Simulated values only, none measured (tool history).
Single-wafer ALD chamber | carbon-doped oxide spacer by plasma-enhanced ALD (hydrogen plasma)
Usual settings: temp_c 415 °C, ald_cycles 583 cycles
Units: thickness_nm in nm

run,hour,temp_c,ald_cycles,"read-back reference wafer on the same gauge, thickness_nm",thickness_nm
1,0.0,415,583,32.222,27.632
2,6.8,415,583,32.223,27.724
3,23.7,415,583,32.174,27.608
4,48.0,415,583,32.182,27.684
5,56.9,415,583,32.170,27.752
6,71.0,415,539,32.145,25.493
7,82.6,415,615,32.134,28.952
8,119.0,415,512,32.141,24.279
# hour 131.5: thermocouple changed; heater temperature recalibrated
9,132.0,415,512,32.122,24.216
10,138.6,425,583,32.114,26.610
11,154.8,415,583,32.102,27.629
12,166.8,406,613,32.115,29.899
13,183.0,405,538,32.093,26.284
14,196.5,425,583,32.108,26.611
# hour 199.2: gauge calibrated
15,204.0,423,653,32.347,30.126
16,221.6,415,583,32.277,27.736
17,235.1,415,694,32.240,32.791
18,247.9,405,538,32.221,26.338
19,263.6,402,467,32.166,23.145
20,279.7,415,583,32.166,27.719

The next listed run, before its measurement:
21,294.0,415,615,?,?

read-back reference wafer on the same gauge, thickness_nm: 32.149
thickness_nm: 29.103 nm
Without the tool's hidden state the same run would have given thickness_nm 29.332 nm.

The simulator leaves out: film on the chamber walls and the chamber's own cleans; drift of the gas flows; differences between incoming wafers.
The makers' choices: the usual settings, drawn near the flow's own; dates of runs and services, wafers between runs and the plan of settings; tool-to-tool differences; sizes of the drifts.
